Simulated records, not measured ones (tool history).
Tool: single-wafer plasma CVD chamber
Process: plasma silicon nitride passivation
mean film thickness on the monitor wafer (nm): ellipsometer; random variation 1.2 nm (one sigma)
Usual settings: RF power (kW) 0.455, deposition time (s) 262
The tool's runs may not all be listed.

run     day  RF power (kW)  deposition time (s)  read-back reference wafer on the same gauge, thickness_nm  mean film thickness on the monitor wafer (nm)
  1   0.000          0.455                  262                                                    294.887                                        346.712
  2   2.554          0.455                  262                                                    294.860                                        345.437
  3   4.946          0.455                  251                                                    294.869                                        331.785
  4   8.817          0.455                  251                                                    294.840                                        329.258
  5  12.238          0.455                  251                                                    295.223                                        329.009
  6  16.525          0.455                  262                                                    295.013                                        342.714
     19.288  -- gauge calibrated
     20.021  -- showerhead replaced
  7  20.521          0.455                  262                                                    295.227                                        341.477
  8  23.762          0.455                  262                                                    295.001                                        339.676
  9  26.779          0.495                  227                                                    295.021                                        305.576
 10  30.321          0.500                  313                                                    295.034                                        422.277
     32.754  -- RF generator calibrated
 11  34.325          0.370                  297                                                    295.067                                        359.954
 12  37.529          0.410                  262                                                    295.062                                        333.230
 13  39.967          0.455                  262                                                    294.980                                        352.061
 14  41.988          0.455                  262                                                    295.066                                        350.272
 15  49.354          0.455                  262                                                    295.128                                        351.213
 16  52.229          0.415                  210                                                    295.112                                        268.823
 17  56.008          0.455                  244                                                    294.929                                        327.443

3 ways to go on from here, each from the tool as it stands after run 17. What would each give?
  A  56.029          0.455                  262                                                          ?                                              ?
  B  56.029          0.395                  277                                                          ?                                              ?
  C  56.029          0.455                  308                                                          ?                                              ?

run  read-back reference wafer on the same gauge, thickness_nm  mean film thickness on the monitor wafer (nm)
  A                                                    295.011                                        348.544
  B                                                    295.011                                        344.954
  C                                                    295.011                                        409.739
Without the tool's hidden state the same runs would have given:
run  mean film thickness on the monitor wafer (nm)
  A                                        350.742
  B                                        347.130
  C                                        412.323

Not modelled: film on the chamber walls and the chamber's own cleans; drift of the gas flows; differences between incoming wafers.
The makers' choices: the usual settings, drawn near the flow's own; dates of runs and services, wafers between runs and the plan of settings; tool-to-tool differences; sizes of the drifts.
